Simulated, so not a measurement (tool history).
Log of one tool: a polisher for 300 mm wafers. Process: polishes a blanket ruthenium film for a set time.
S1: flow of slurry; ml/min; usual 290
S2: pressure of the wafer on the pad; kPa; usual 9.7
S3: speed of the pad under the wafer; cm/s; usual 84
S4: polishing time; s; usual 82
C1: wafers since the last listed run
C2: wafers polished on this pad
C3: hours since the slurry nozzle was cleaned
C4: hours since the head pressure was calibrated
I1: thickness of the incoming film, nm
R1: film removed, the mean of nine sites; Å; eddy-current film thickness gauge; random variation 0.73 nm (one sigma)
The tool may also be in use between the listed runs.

run	hour	S1	S2	S3	S4	C1	C2	C3	C4	I1	R1
1	0.0	290	9.7	60	82	0	2049	437.2	1.4	408.2	392
2	52.7	290	9.7	84	82	351	2401	489.9	54.1	414.2	476
3	105.8	290	9.7	92	82	354	2756	543.0	107.2	409.4	501
4	151.2	290	9.7	92	82	303	3059	588.4	152.6	410.6	493
# hour 163.0: slurry nozzle cleaned
# hour 163.6: worn pad replaced by a new one
5	204.4	365	9.7	84	96	344	272	41.4	205.8	407.3	610
6	229.6	365	9.7	84	96	168	440	66.6	231.0	410.5	596
7	266.2	365	9.7	84	96	244	685	103.2	267.6	408.7	615
8	335.1	290	11.7	84	82	460	1145	172.1	336.5	407.5	610
9	448.1	290	11.7	84	82	754	1899	285.1	449.5	418.0	586
10	499.0	290	11.7	84	82	339	2239	336.0	500.4	408.1	592
11	542.3	290	9.7	84	82	289	2528	379.3	543.7	409.8	473
# hour 576.1: worn pad replaced by a new one
12	600.2	290	9.7	84	82	359	160	437.2	601.6	408.6	481
13	669.1	225	9.7	84	82	460	620	506.1	670.5	414.0	451
14	713.7	225	9.7	84	82	297	918	550.7	715.1	412.3	442
15	771.2	290	9.7	84	82	383	1302	608.2	772.6	408.9	474
# hour 844.3: slurry nozzle cleaned
16	961.0	290	9.7	84	82	1260	2562	116.7	962.4	403.9	499
# hour 1045.8: worn pad replaced by a new one
17	1099.8	290	9.7	108	82	900	360	255.5	1101.2	409.6	577
18	1137.8	250	9.7	84	55	253	614	293.5	1139.2	409.1	323
19	1183.7	290	9.7	58	82	306	920	339.4	1185.1	416.5	389
20	1234.3	360	11.0	62	70	337	1258	390.0	1235.7	413.5	400
# hour 1258.5: head pressure recalibrated
21	1269.1	290	9.7	84	82	218	1477	424.8	10.6	406.6	484
22	1325.1	290	9.7	84	82	373	1851	480.8	66.6	410.6	481
23	1389.8	290	9.7	66	73	431	2283	545.5	131.3	405.4	358
24	1431.1	385	7.6	60	82	275	2559	586.8	172.6	408.4	317
# hour 1438.3: slurry nozzle cleaned
# hour 1480.4: worn pad replaced by a new one
25	1493.1	240	12.4	84	82	380	84	54.8	234.6	409.4	636
26	1553.0	290	11.7	70	57	399	484	114.7	294.5	412.4	376
27	1619.4	290	9.7	84	82	443	927	181.1	360.9	417.1	502
28	1674.9	290	9.7	84	53	370	1298	236.6	416.4	413.5	321
29	1745.4	200	12.4	114	82	470	1769	307.1	486.9	408.5	737
30	1783.0	325	9.7	84	89	251	2020	344.7	524.5	409.0	527
31	1826.9	250	9.7	84	82	293	2313	388.6	568.4	415.1	480
32	1866.2	340	9.7	54	82	262	2575	427.9	607.7	409.9	380
33	1927.1	290	11.0	58	74	406	2982	488.8	668.6	413.5	386
# hour 1936.4: worn pad replaced by a new one
# hour 1967.5: slurry nozzle cleaned
34	1978.3	190	6.9	74	54	308	273	10.8	719.8	408.7	207
35	2045.0	260	7.6	84	108	445	718	77.5	786.5	413.8	526
36	2086.6	290	9.7	84	82	277	996	119.1	828.1	404.0	508
37	2157.3	290	9.7	84	100	472	1468	189.8	898.8	414.3	595

4 ways to go on from here, each from the tool as it stands after run 37. What would each give?
A	2157.7	290	7.6	84	82	2	1470	190.2	899.2	404.0	?
B	2157.7	290	7.6	58	102	2	1470	190.2	899.2	404.0	?
C	2157.7	385	11.0	84	82	2	1470	190.2	899.2	404.0	?
D	2157.7	290	9.7	84	105	2	1470	190.2	899.2	404.0	?

run	R1
A	390
B	387
C	582
D	634
Without the tool's hidden state the same runs would have given:
run	R1
A	396
B	393
C	588
D	644
